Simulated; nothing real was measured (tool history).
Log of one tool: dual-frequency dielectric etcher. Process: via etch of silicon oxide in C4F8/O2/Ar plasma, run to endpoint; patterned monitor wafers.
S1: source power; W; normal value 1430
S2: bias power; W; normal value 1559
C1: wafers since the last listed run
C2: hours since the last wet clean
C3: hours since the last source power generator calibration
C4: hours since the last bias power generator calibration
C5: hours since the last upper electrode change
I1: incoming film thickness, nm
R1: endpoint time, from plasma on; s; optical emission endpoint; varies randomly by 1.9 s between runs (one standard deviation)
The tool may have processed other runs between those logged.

{"run": 1, "hour": 0.0, "S1": 1430, "S2": 1343, "C1": 0, "C2": 184.3, "C3": 1258.3, "C4": 2962.6, "C5": 4337.2, "I1": 2273.3, "R1": 556.3}
{"run": 2, "hour": 9.5, "S1": 1430, "S2": 1559, "C1": 49, "C2": 193.8, "C3": 1267.8, "C4": 2972.1, "C5": 4346.7, "I1": 2283.5, "R1": 531.7}
{"run": 3, "hour": 24.5, "S1": 1430, "S2": 1559, "C1": 77, "C2": 208.8, "C3": 1282.8, "C4": 2987.1, "C5": 4361.7, "I1": 2254.5, "R1": 523.1}
{"run": 4, "hour": 32.4, "S1": 1430, "S2": 1559, "C1": 41, "C2": 216.7, "C3": 1290.7, "C4": 2995.0, "C5": 4369.6, "I1": 2256.1, "R1": 522.1}
{"run": 5, "hour": 38.9, "S1": 1430, "S2": 1559, "C1": 33, "C2": 223.2, "C3": 1297.2, "C4": 3001.5, "C5": 4376.1, "I1": 2263.0, "R1": 523.7}
{"run": 6, "hour": 49.8, "S1": 1430, "S2": 1559, "C1": 56, "C2": 234.1, "C3": 1308.1, "C4": 3012.4, "C5": 4387.0, "I1": 2268.8, "R1": 523.4}
{"run": 7, "hour": 62.1, "S1": 1430, "S2": 1559, "C1": 63, "C2": 246.4, "C3": 1320.4, "C4": 3024.7, "C5": 4399.3, "I1": 2282.3, "R1": 528.0}
{"run": 8, "hour": 76.6, "S1": 1430, "S2": 1559, "C1": 75, "C2": 260.9, "C3": 1334.9, "C4": 3039.2, "C5": 4413.8, "I1": 2275.2, "R1": 524.8}
{"run": 9, "hour": 88.1, "S1": 1430, "S2": 1559, "C1": 59, "C2": 272.4, "C3": 1346.4, "C4": 3050.7, "C5": 4425.3, "I1": 2275.9, "R1": 523.7}
{"run": 10, "hour": 97.2, "S1": 1430, "S2": 1559, "C1": 47, "C2": 281.5, "C3": 1355.5, "C4": 3059.8, "C5": 4434.4, "I1": 2260.2, "R1": 520.4}
{"run": 11, "hour": 110.8, "S1": 1430, "S2": 1559, "C1": 70, "C2": 295.1, "C3": 1369.1, "C4": 3073.4, "C5": 4448.0, "I1": 2266.7, "R1": 523.1}
{"run": 12, "hour": 125.7, "S1": 1430, "S2": 1559, "C1": 77, "C2": 310.0, "C3": 1384.0, "C4": 3088.3, "C5": 4462.9, "I1": 2256.5, "R1": 517.2}
{"run": 13, "hour": 143.4, "S1": 1430, "S2": 1559, "C1": 91, "C2": 327.7, "C3": 1401.7, "C4": 3106.0, "C5": 4480.6, "I1": 2279.2, "R1": 523.7}
{"run": 14, "hour": 155.7, "S1": 1510, "S2": 1559, "C1": 63, "C2": 340.0, "C3": 1414.0, "C4": 3118.3, "C5": 4492.9, "I1": 2261.0, "R1": 502.8}
{"run": 15, "hour": 164.3, "S1": 1510, "S2": 1559, "C1": 44, "C2": 348.6, "C3": 1422.6, "C4": 3126.9, "C5": 4501.5, "I1": 2253.9, "R1": 498.7}
{"run": 16, "hour": 177.7, "S1": 1510, "S2": 1559, "C1": 69, "C2": 362.0, "C3": 1436.0, "C4": 3140.3, "C5": 4514.9, "I1": 2260.6, "R1": 497.2}
{"run": 17, "hour": 193.4, "S1": 1430, "S2": 1559, "C1": 81, "C2": 377.7, "C3": 1451.7, "C4": 3156.0, "C5": 4530.6, "I1": 2244.3, "R1": 509.0}
{"hour": 201.6, "done": "source power generator calibrated"}
{"run": 18, "hour": 210.7, "S1": 1430, "S2": 1559, "C1": 69, "C2": 395.0, "C3": 9.1, "C4": 3173.3, "C5": 4547.9, "I1": 2242.1, "R1": 512.4}
{"hour": 227.9, "done": "bias power generator calibrated"}
{"run": 19, "hour": 228.4, "S1": 1530, "S2": 1857, "C1": 71, "C2": 412.7, "C3": 26.8, "C4": 0.5, "C5": 4565.6, "I1": 2271.0, "R1": 464.6}
{"run": 20, "hour": 238.0, "S1": 1430, "S2": 1383, "C1": 49, "C2": 422.3, "C3": 36.4, "C4": 10.1, "C5": 4575.2, "I1": 2261.6, "R1": 538.9}
{"run": 21, "hour": 245.2, "S1": 1660, "S2": 1215, "C1": 37, "C2": 429.5, "C3": 43.6, "C4": 17.3, "C5": 4582.4, "I1": 2281.8, "R1": 516.1}
{"run": 22, "hour": 252.4, "S1": 1160, "S2": 1245, "C1": 37, "C2": 436.7, "C3": 50.8, "C4": 24.5, "C5": 4589.6, "I1": 2243.1, "R1": 633.5}

Run 23 comes next. What will it give?
{"run": 23, "hour": 265.9, "S1": 1120, "S2": 1313, "C1": 70, "C2": 450.2, "C3": 64.3, "C4": 38.0, "C5": 4603.1, "I1": 2250.8, "R1": "?"}

{"run 23": {"R1": 636.6}}
With the hidden condition absent and the run-to-run variation left alone, this run would have shown R1 664.3 s.

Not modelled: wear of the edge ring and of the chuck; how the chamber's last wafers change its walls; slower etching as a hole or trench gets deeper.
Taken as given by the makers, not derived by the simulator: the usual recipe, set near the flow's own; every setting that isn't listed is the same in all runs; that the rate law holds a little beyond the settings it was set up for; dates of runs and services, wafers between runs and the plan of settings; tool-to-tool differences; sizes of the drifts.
